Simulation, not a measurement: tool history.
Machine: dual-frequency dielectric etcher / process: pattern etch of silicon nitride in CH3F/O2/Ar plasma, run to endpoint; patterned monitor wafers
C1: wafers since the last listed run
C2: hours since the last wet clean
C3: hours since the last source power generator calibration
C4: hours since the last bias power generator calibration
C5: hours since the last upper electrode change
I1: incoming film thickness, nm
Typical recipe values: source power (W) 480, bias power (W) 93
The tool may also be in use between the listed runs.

Run 1, hour 0: usual settings; C1 0; C2 418.3; C3 585.3; C4 3701.7; C5 1802.1; I1 28.91. Result: endpoint time (s) 33.5.
Run 2, hour 32.5: usual settings; C1 491; C2 450.8; C3 617.8; C4 3734.2; C5 1834.6; I1 29.04. Result: endpoint time (s) 33.5.
Run 3, hour 93.2: usual settings; C1 918; C2 511.5; C3 678.5; C4 3794.9; C5 1895.3; I1 29.05. Result: endpoint time (s) 33.5.
At hour 158.5: wet clean of the chamber.
Run 4, hour 159: usual settings; C1 632; C2 0.5; C3 744.3; C4 3860.7; C5 1961.1; I1 28.97. Result: endpoint time (s) 35.
Run 5, hour 343.6: usual settings; C1 2792; C2 185.1; C3 928.9; C4 4045.3; C5 2145.7; I1 28.97. Result: endpoint time (s) 34.3.
Run 6, hour 415.1: usual settings; C1 1081; C2 256.6; C3 1000.4; C4 4116.8; C5 2217.2; I1 28.96. Result: endpoint time (s) 33.8.
At hour 464.3: upper electrode replaced.
Run 7, hour 464.8: usual settings; C1 388; C2 306.3; C3 1050.1; C4 4166.5; C5 0.5; I1 28.91. Result: endpoint time (s) 34.1.
Run 8, hour 500.4: usual settings; C1 538; C2 341.9; C3 1085.7; C4 4202.1; C5 36.1; I1 29.07. Result: endpoint time (s) 34.3.
Run 9, hour 551.1: usual settings; C1 766; C2 392.6; C3 1136.4; C4 4252.8; C5 86.8; I1 29.14. Result: endpoint time (s) 33.9.
Run 10, hour 594.2: usual settings; C1 651; C2 435.7; C3 1179.5; C4 4295.9; C5 129.9; I1 29.43. Result: endpoint time (s) 34.2.
Run 11, hour 664.4: usual settings; C1 1061; C2 505.9; C3 1249.7; C4 4366.1; C5 200.1; I1 28.9. Result: endpoint time (s) 33.3.
Run 12, hour 688.5: usual settings; C1 364; C2 530; C3 1273.8; C4 4390.2; C5 224.2; I1 28.87. Result: endpoint time (s) 33.4.
Run 13, hour 752.2: usual settings; C1 963; C2 593.7; C3 1337.5; C4 4453.9; C5 287.9; I1 29.18. Result: endpoint time (s) 33.5.
At hour 819.8: wet clean of the chamber.
Run 14, hour 820.3: usual settings but bias power (W) 102; C1 667; C2 0.5; C3 1405.6; C4 4522; C5 356; I1 29.31. Result: endpoint time (s) 34.5.
Run 15, hour 877.3: usual settings; C1 862; C2 57.5; C3 1462.6; C4 4579; C5 413; I1 29.1. Result: endpoint time (s) 35.3.
Run 16, hour 948.5: usual settings but source power (W) 410, bias power (W) 77; C1 1077; C2 128.7; C3 1533.8; C4 4650.2; C5 484.2; I1 29.11. Result: endpoint time (s) 39.2.
Run 17, hour 985.6: usual settings but bias power (W) 81; C1 561; C2 165.8; C3 1570.9; C4 4687.3; C5 521.3; I1 28.8. Result: endpoint time (s) 36.4.
At hour 1026: bias power generator calibrated.
Run 18, hour 1028.1: usual settings but source power (W) 590, bias power (W) 76; C1 582; C2 208.3; C3 1613.4; C4 2.1; C5 563.8; I1 29.09. Result: endpoint time (s) 34.8.
Run 19, hour 1059.1: usual settings; C1 468; C2 239.3; C3 1644.4; C4 33.1; C5 594.8; I1 29.09. Result: endpoint time (s) 34.7.
Run 20, hour 1105.5: usual settings but source power (W) 370, bias power (W) 103; C1 701; C2 285.7; C3 1690.8; C4 79.5; C5 641.2; I1 29.15. Result: endpoint time (s) 36.3.
At hour 1186.6: source power generator calibrated.
Run 21, hour 1270.2: usual settings; C1 2430; C2 450.4; C3 83.6; C4 244.2; C5 805.9; I1 28.97. Result: endpoint time (s) 34.1.
Run 22, hour 1327.8: usual settings but source power (W) 550; C1 871; C2 508; C3 141.2; C4 301.8; C5 863.5; I1 29.22. Result: endpoint time (s) 32.6.
Run 23, hour 1367.3: usual settings but source power (W) 390, bias power (W) 85; C1 597; C2 547.5; C3 180.7; C4 341.3; C5 903; I1 29.31. Result: endpoint time (s) 37.4.
Run 24, hour 1422.6: usual settings but bias power (W) 108; C1 836; C2 602.8; C3 236; C4 396.6; C5 958.3; I1 29.13. Result: endpoint time (s) 32.
Run 25, hour 1453.2: usual settings but source power (W) 540, bias power (W) 103; C1 462; C2 633.4; C3 266.6; C4 427.2; C5 988.9; I1 28.9. Result: endpoint time (s) 31.2.
Run 26, hour 1506.1: usual settings; C1 800; C2 686.3; C3 319.5; C4 480.1; C5 1041.8; I1 29.11. Result: endpoint time (s) 33.4.
At hour 1540: wet clean of the chamber.
Run 27, hour 1575.4: usual settings; C1 685; C2 35.4; C3 388.8; C4 549.4; C5 1111.1; I1 29.12. Result: endpoint time (s) 35.1.
Run 28, hour 1634.1: usual settings but source power (W) 560, bias power (W) 86; C1 887; C2 94.1; C3 447.5; C4 608.1; C5 1169.8; I1 29.1. Result: endpoint time (s) 34.4.
Run 29, hour 1667.3: usual settings; C1 502; C2 127.3; C3 480.7; C4 641.3; C5 1203; I1 29.09. Result: endpoint time (s) 34.7.
Run 30, hour 1710.6: usual settings but source power (W) 590, bias power (W) 87; C1 655; C2 170.6; C3 524; C4 684.6; C5 1246.3; I1 28.85. Result: endpoint time (s) 33.2.
Run 31, hour 1779.7: usual settings but source power (W) 370, bias power (W) 115; C1 1045; C2 239.7; C3 593.1; C4 753.7; C5 1315.4; I1 29.35. Result: endpoint time (s) 34.8.
Run 32, hour 1823.7: usual settings but source power (W) 580, bias power (W) 107; C1 665; C2 283.7; C3 637.1; C4 797.7; C5 1359.4; I1 29.35. Result: endpoint time (s) 31.5.
Run 33, hour 1848: usual settings but source power (W) 370, bias power (W) 102; C1 367; C2 308; C3 661.4; C4 822; C5 1383.7; I1 29.18. Result: endpoint time (s) 36.1.
Run 34, hour 1911.8: usual settings but source power (W) 530, bias power (W) 75; C1 965; C2 371.8; C3 725.2; C4 885.8; C5 1447.5; I1 28.93. Result: endpoint time (s) 35.5.
Run 35, hour 1977.4: usual settings but source power (W) 550, bias power (W) 84; C1 992; C2 437.4; C3 790.8; C4 951.4; C5 1513.1; I1 29.29. Result: endpoint time (s) 33.9.
Run 36, hour 2033.8: usual settings but source power (W) 430, bias power (W) 86; C1 853; C2 493.8; C3 847.2; C4 1007.8; C5 1569.5; I1 29.01. Result: endpoint time (s) 35.7.

Predict each of these 3 candidate next runs independently; none follows another, all start after run 36:
Run A, hour 2034.2: usual settings but bias power (W) 109; C1 6; C2 494.2; C3 847.6; C4 1008.2; C5 1569.9; I1 29.1. Result: endpoint time (s) ?.
Run B, hour 2034.2: usual settings but source power (W) 400, bias power (W) 81; C1 6; C2 494.2; C3 847.6; C4 1008.2; C5 1569.9; I1 29.1. Result: endpoint time (s) ?.
Run C, hour 2034.2: usual settings but source power (W) 530, bias power (W) 86; C1 6; C2 494.2; C3 847.6; C4 1008.2; C5 1569.9; I1 29.1. Result: endpoint time (s) ?.

run  endpoint time (s)
  A               32.4
  B               38.1
  C               34.3
The same runs, with their run-to-run variation unchanged, on a tool lacking any hidden condition would have given:
run  endpoint time (s)
  A               33.4
  B               39.3
  C               35.4
